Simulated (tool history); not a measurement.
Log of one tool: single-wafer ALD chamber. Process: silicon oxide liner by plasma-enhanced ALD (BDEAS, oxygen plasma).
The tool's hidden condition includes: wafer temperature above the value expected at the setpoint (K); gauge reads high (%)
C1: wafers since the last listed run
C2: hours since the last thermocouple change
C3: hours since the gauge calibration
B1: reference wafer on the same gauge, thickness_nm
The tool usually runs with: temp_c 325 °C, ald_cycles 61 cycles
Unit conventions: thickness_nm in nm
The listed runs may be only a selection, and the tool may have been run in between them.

run 1 hour=0.0 | temp_c=325 ald_cycles=57 | C1=0 C2=1646.8 C3=93.2 | B1=5.449 | thickness_nm=4.865
run 2 hour=70.3 | temp_c=325 ald_cycles=57 | C1=420 C2=1717.1 C3=163.5 | B1=5.450 | thickness_nm=4.873
run 3 hour=136.4 | temp_c=325 ald_cycles=61 | C1=395 C2=1783.2 C3=229.6 | B1=5.450 | thickness_nm=5.196
run 4 hour=189.2 | temp_c=325 ald_cycles=61 | C1=315 C2=1836.0 C3=282.4 | B1=5.452 | thickness_nm=5.201
run 5 hour=252.5 | temp_c=325 ald_cycles=61 | C1=378 C2=1899.3 C3=345.7 | B1=5.454 | thickness_nm=5.215
run 6 hour=280.5 | temp_c=325 ald_cycles=61 | C1=167 C2=1927.3 C3=373.7 | B1=5.447 | thickness_nm=5.215
run 7 hour=344.7 | temp_c=325 ald_cycles=61 | C1=383 C2=1991.5 C3=437.9 | B1=5.449 | thickness_nm=5.206
run 8 hour=388.1 | temp_c=325 ald_cycles=61 | C1=259 C2=2034.9 C3=481.3 | B1=5.456 | thickness_nm=5.211
run 9 hour=425.8 | temp_c=325 ald_cycles=55 | C1=225 C2=2072.6 C3=519.0 | B1=5.452 | thickness_nm=4.698
run 10 hour=495.1 | temp_c=325 ald_cycles=61 | C1=414 C2=2141.9 C3=588.3 | B1=5.453 | thickness_nm=5.221
run 11 hour=626.4 | temp_c=325 ald_cycles=61 | C1=784 C2=2273.2 C3=719.6 | B1=5.446 | thickness_nm=5.208
run 12 hour=666.4 | temp_c=325 ald_cycles=52 | C1=239 C2=2313.2 C3=759.6 | B1=5.444 | thickness_nm=4.421
run 13 hour=697.3 | temp_c=325 ald_cycles=61 | C1=184 C2=2344.1 C3=790.5 | B1=5.451 | thickness_nm=5.208
run 14 hour=766.3 | temp_c=325 ald_cycles=61 | C1=412 C2=2413.1 C3=859.5 | B1=5.455 | thickness_nm=5.228
run 15 hour=819.1 | temp_c=334 ald_cycles=64 | C1=315 C2=2465.9 C3=912.3 | B1=5.444 | thickness_nm=5.363
run 16 hour=868.1 | temp_c=325 ald_cycles=68 | C1=292 C2=2514.9 C3=961.3 | B1=5.450 | thickness_nm=5.832
-- hour=905.7 gauge calibrated
-- hour=1014.5 thermocouple changed; heater temperature recalibrated
run 17 hour=1031.2 | temp_c=325 ald_cycles=61 | C1=926 C2=16.7 C3=125.5 | B1=5.456 | thickness_nm=5.228
run 18 hour=1083.3 | temp_c=333 ald_cycles=57 | C1=311 C2=68.8 C3=177.6 | B1=5.448 | thickness_nm=4.817
run 19 hour=1111.7 | temp_c=325 ald_cycles=61 | C1=169 C2=97.2 C3=206.0 | B1=5.453 | thickness_nm=5.234
run 20 hour=1169.3 | temp_c=331 ald_cycles=61 | C1=344 C2=154.8 C3=263.6 | B1=5.451 | thickness_nm=5.189
run 21 hour=1197.9 | temp_c=325 ald_cycles=61 | C1=170 C2=183.4 C3=292.2 | B1=5.453 | thickness_nm=5.204
run 22 hour=1263.2 | temp_c=315 ald_cycles=58 | C1=390 C2=248.7 C3=357.5 | B1=5.447 | thickness_nm=5.015
run 23 hour=1305.4 | temp_c=337 ald_cycles=61 | C1=252 C2=290.9 C3=399.7 | B1=5.454 | thickness_nm=5.130
run 24 hour=1362.9 | temp_c=316 ald_cycles=66 | C1=343 C2=348.4 C3=457.2 | B1=5.452 | thickness_nm=5.730
run 25 hour=1395.9 | temp_c=325 ald_cycles=53 | C1=197 C2=381.4 C3=490.2 | B1=5.451 | thickness_nm=4.541
run 26 hour=1435.3 | temp_c=325 ald_cycles=61 | C1=235 C2=420.8 C3=529.6 | B1=5.442 | thickness_nm=5.217
run 27 hour=1489.8 | temp_c=316 ald_cycles=73 | C1=325 C2=475.3 C3=584.1 | B1=5.446 | thickness_nm=6.314
run 28 hour=1533.1 | temp_c=321 ald_cycles=73 | C1=258 C2=518.6 C3=627.4 | B1=5.448 | thickness_nm=6.256
run 29 hour=1597.7 | temp_c=325 ald_cycles=61 | C1=386 C2=583.2 C3=692.0 | B1=5.448 | thickness_nm=5.213

4 options for the next run, each taken on its own from the tool as it stands now. Forecast them:
run A hour=1598.2 | temp_c=325 ald_cycles=61 | C1=2 C2=583.7 C3=692.5 | B1=? | thickness_nm=?
run B hour=1598.2 | temp_c=329 ald_cycles=67 | C1=2 C2=583.7 C3=692.5 | B1=? | thickness_nm=?
run C hour=1598.2 | temp_c=311 ald_cycles=64 | C1=2 C2=583.7 C3=692.5 | B1=? | thickness_nm=?
run D hour=1598.2 | temp_c=332 ald_cycles=54 | C1=2 C2=583.7 C3=692.5 | B1=? | thickness_nm=?

run=A B1=5.444 thickness_nm=5.180
run=B B1=5.444 thickness_nm=5.655
run=C B1=5.444 thickness_nm=5.549
run=D B1=5.444 thickness_nm=4.537
What these runs would have given with no unlogged condition in the tool:
run=A thickness_nm=5.180
run=B thickness_nm=5.655
run=C thickness_nm=5.549
run=D thickness_nm=4.537
